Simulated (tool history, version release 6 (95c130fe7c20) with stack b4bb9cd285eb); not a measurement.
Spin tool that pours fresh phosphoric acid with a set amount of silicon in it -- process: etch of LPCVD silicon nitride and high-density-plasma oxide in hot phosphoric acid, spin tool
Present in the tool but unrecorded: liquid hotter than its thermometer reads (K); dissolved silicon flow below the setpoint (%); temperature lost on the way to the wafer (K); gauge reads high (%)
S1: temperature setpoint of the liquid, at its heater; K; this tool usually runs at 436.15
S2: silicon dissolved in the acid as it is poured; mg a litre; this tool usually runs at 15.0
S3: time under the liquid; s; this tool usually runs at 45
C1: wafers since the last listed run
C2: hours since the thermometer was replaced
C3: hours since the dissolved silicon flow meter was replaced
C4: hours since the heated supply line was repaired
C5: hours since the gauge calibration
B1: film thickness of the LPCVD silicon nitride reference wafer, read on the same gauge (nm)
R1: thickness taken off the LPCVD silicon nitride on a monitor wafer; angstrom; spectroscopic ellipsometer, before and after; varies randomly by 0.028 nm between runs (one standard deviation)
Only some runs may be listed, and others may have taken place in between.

run 1 day=0.000 | S1=436.15 S2=15.0 S3=45 | C1=0 C2=58.4 C3=2012.0 C4=1853.6 C5=40.8 | B1=49.984 | R1=36.66
run 2 day=0.762 | S1=436.15 S2=17.5 S3=65 | C1=230 C2=76.7 C3=2030.3 C4=1871.9 C5=59.1 | B1=50.004 | R1=53.52
run 3 day=1.479 | S1=436.15 S2=15.0 S3=45 | C1=216 C2=93.9 C3=2047.5 C4=1889.1 C5=76.3 | B1=50.011 | R1=36.41
run 4 day=2.554 | S1=436.15 S2=15.0 S3=45 | C1=325 C2=119.7 C3=2073.3 C4=1914.9 C5=102.1 | B1=50.020 | R1=35.78
run 5 day=3.629 | S1=436.15 S2=15.0 S3=50 | C1=325 C2=145.5 C3=2099.1 C4=1940.7 C5=127.9 | B1=49.986 | R1=40.51
run 6 day=4.558 | S1=437.65 S2=8.5 S3=25 | C1=281 C2=167.8 C3=2121.4 C4=1963.0 C5=150.2 | B1=49.979 | R1=21.55
run 7 day=5.454 | S1=436.15 S2=26.5 S3=45 | C1=271 C2=189.3 C3=2142.9 C4=1984.5 C5=171.7 | B1=50.013 | R1=36.04
run 8 day=6.400 | S1=437.65 S2=15.0 S3=25 | C1=286 C2=212.0 C3=2165.6 C4=2007.2 C5=194.4 | B1=50.012 | R1=21.25
-- day=7.300 dissolved silicon flow meter replaced
run 9 day=7.692 | S1=434.65 S2=15.0 S3=35 | C1=378 C2=243.0 C3=9.4 C4=2038.2 C5=225.4 | B1=50.038 | R1=26.88
run 10 day=8.488 | S1=434.65 S2=15.0 S3=35 | C1=240 C2=262.1 C3=28.5 C4=2057.3 C5=244.5 | B1=50.038 | R1=26.73
run 11 day=9.067 | S1=434.65 S2=15.0 S3=30 | C1=175 C2=276.0 C3=42.4 C4=2071.2 C5=258.4 | B1=50.042 | R1=22.90
-- day=10.050 heated supply line repaired
run 12 day=10.200 | S1=436.15 S2=9.0 S3=65 | C1=330 C2=303.2 C3=69.6 C4=3.6 C5=285.6 | B1=50.010 | R1=56.76
run 13 day=10.779 | S1=434.65 S2=15.0 S3=35 | C1=175 C2=317.1 C3=83.5 C4=17.5 C5=299.5 | B1=49.928 | R1=29.20
run 14 day=12.225 | S1=433.65 S2=19.0 S3=30 | C1=437 C2=351.8 C3=118.2 C4=52.2 C5=334.2 | B1=50.004 | R1=24.16
run 15 day=12.817 | S1=433.65 S2=20.0 S3=30 | C1=179 C2=366.0 C3=132.4 C4=66.4 C5=348.4 | B1=50.067 | R1=24.26
run 16 day=13.350 | S1=436.15 S2=15.0 S3=45 | C1=161 C2=378.8 C3=145.2 C4=79.2 C5=361.2 | B1=50.031 | R1=39.51
run 17 day=14.546 | S1=436.15 S2=19.5 S3=25 | C1=361 C2=407.5 C3=173.9 C4=107.9 C5=389.9 | B1=49.932 | R1=22.13
run 18 day=15.921 | S1=439.15 S2=5.5 S3=30 | C1=416 C2=440.5 C3=206.9 C4=140.9 C5=422.9 | B1=49.984 | R1=28.94
run 19 day=16.575 | S1=438.65 S2=15.0 S3=60 | C1=197 C2=456.2 C3=222.6 C4=156.6 C5=438.6 | B1=49.987 | R1=57.66
run 20 day=18.075 | S1=436.15 S2=15.0 S3=35 | C1=453 C2=492.2 C3=258.6 C4=192.6 C5=474.6 | B1=50.024 | R1=30.50

Predict the results of run 21:
run 21 day=18.817 | S1=436.15 S2=15.0 S3=45 | C1=224 C2=510.0 C3=276.4 C4=210.4 C5=492.4 | B1=? | R1=?

B1: 49.974
R1: 39.80 angstrom
On a tool with no hidden condition, and with the same random variation, this run would have come out at R1 40.14 angstrom.
